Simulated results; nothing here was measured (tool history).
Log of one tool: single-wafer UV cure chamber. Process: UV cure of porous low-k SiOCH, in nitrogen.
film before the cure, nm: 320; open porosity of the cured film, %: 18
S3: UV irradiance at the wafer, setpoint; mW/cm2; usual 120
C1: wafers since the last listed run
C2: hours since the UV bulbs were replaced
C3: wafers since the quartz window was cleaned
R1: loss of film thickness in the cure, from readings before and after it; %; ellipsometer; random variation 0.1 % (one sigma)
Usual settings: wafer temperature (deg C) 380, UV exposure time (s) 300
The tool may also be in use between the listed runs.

{"run": 1, "hour": 0.0, "wafer temperature (deg C)": 380, "UV exposure time (s)": 360, "S3": 120, "C1": 0, "C2": 1813, "C3": 3009, "R1": 12.536}
{"run": 2, "hour": 13.5, "wafer temperature (deg C)": 380, "UV exposure time (s)": 360, "S3": 120, "C1": 84, "C2": 1826.5, "C3": 3094, "R1": 12.544}
{"run": 3, "hour": 22.9, "wafer temperature (deg C)": 380, "UV exposure time (s)": 300, "S3": 120, "C1": 58, "C2": 1835.9, "C3": 3153, "R1": 11.748}
{"run": 4, "hour": 33.1, "wafer temperature (deg C)": 380, "UV exposure time (s)": 300, "S3": 120, "C1": 64, "C2": 1846.1, "C3": 3217, "R1": 11.685}
{"run": 5, "hour": 41.4, "wafer temperature (deg C)": 380, "UV exposure time (s)": 300, "S3": 120, "C1": 52, "C2": 1854.4, "C3": 3269, "R1": 11.666}
{"run": 6, "hour": 57.6, "wafer temperature (deg C)": 380, "UV exposure time (s)": 300, "S3": 120, "C1": 101, "C2": 1870.6, "C3": 3371, "R1": 11.959}
{"run": 7, "hour": 69.2, "wafer temperature (deg C)": 380, "UV exposure time (s)": 300, "S3": 120, "C1": 72, "C2": 1882.2, "C3": 3443, "R1": 11.826}
{"run": 8, "hour": 82.2, "wafer temperature (deg C)": 380, "UV exposure time (s)": 425, "S3": 120, "C1": 81, "C2": 1895.2, "C3": 3525, "R1": 13.302}
{"run": 9, "hour": 98.3, "wafer temperature (deg C)": 380, "UV exposure time (s)": 425, "S3": 120, "C1": 101, "C2": 1911.3, "C3": 3626, "R1": 13.22}
{"hour": 108.9, "done": "UV bulbs replaced"}
{"run": 10, "hour": 109.4, "wafer temperature (deg C)": 380, "UV exposure time (s)": 390, "S3": 120, "C1": 19, "C2": 0.5, "C3": 3646, "R1": 12.963}
{"run": 11, "hour": 119.9, "wafer temperature (deg C)": 380, "UV exposure time (s)": 300, "S3": 132, "C1": 65, "C2": 11, "C3": 3711, "R1": 12.188}
{"run": 12, "hour": 136.0, "wafer temperature (deg C)": 380, "UV exposure time (s)": 300, "S3": 120, "C1": 101, "C2": 27.1, "C3": 3812, "R1": 11.918}
{"run": 13, "hour": 143.1, "wafer temperature (deg C)": 391, "UV exposure time (s)": 300, "S3": 98, "C1": 44, "C2": 34.2, "C3": 3857, "R1": 10.969}
{"hour": 162.7, "done": "quartz window cleaned"}
{"run": 14, "hour": 163.2, "wafer temperature (deg C)": 380, "UV exposure time (s)": 300, "S3": 120, "C1": 75, "C2": 54.3, "C3": 3, "R1": 12.712}
{"run": 15, "hour": 177.4, "wafer temperature (deg C)": 386, "UV exposure time (s)": 125, "S3": 147, "C1": 89, "C2": 68.5, "C3": 92, "R1": 9.868}
{"run": 16, "hour": 195.1, "wafer temperature (deg C)": 380, "UV exposure time (s)": 480, "S3": 120, "C1": 111, "C2": 86.2, "C3": 203, "R1": 14.96}
{"run": 17, "hour": 211.2, "wafer temperature (deg C)": 380, "UV exposure time (s)": 300, "S3": 120, "C1": 101, "C2": 102.3, "C3": 304, "R1": 12.391}
{"run": 18, "hour": 226.2, "wafer temperature (deg C)": 390, "UV exposure time (s)": 440, "S3": 93, "C1": 94, "C2": 117.3, "C3": 398, "R1": 13.33}
{"run": 19, "hour": 239.1, "wafer temperature (deg C)": 380, "UV exposure time (s)": 425, "S3": 120, "C1": 80, "C2": 130.2, "C3": 479, "R1": 14.074}
{"run": 20, "hour": 252.8, "wafer temperature (deg C)": 362, "UV exposure time (s)": 245, "S3": 103, "C1": 85, "C2": 143.9, "C3": 565, "R1": 10.55}
{"run": 21, "hour": 259.9, "wafer temperature (deg C)": 380, "UV exposure time (s)": 465, "S3": 120, "C1": 44, "C2": 151, "C3": 610, "R1": 14.482}

The tool's hidden state at each run:
lamp output below its setpoint, %: 0 in every run
H1: transmission lost against a clean window, %
run=1 H1=21.4
run=2 H1=21.6
run=3 H1=21.7
run=4 H1=21.8
run=5 H1=21.8
run=6 H1=22
run=7 H1=22
run=8 H1=22.1
run=9 H1=22.2
run=10 H1=22.3
run=11 H1=22.4
run=12 H1=22.5
run=13 H1=22.5
run=14 H1=3.09
run=15 H1=4.47
run=16 H1=6.05
run=17 H1=7.38
run=18 H1=8.54
run=19 H1=9.46
run=20 H1=10.4
run=21 H1=10.8

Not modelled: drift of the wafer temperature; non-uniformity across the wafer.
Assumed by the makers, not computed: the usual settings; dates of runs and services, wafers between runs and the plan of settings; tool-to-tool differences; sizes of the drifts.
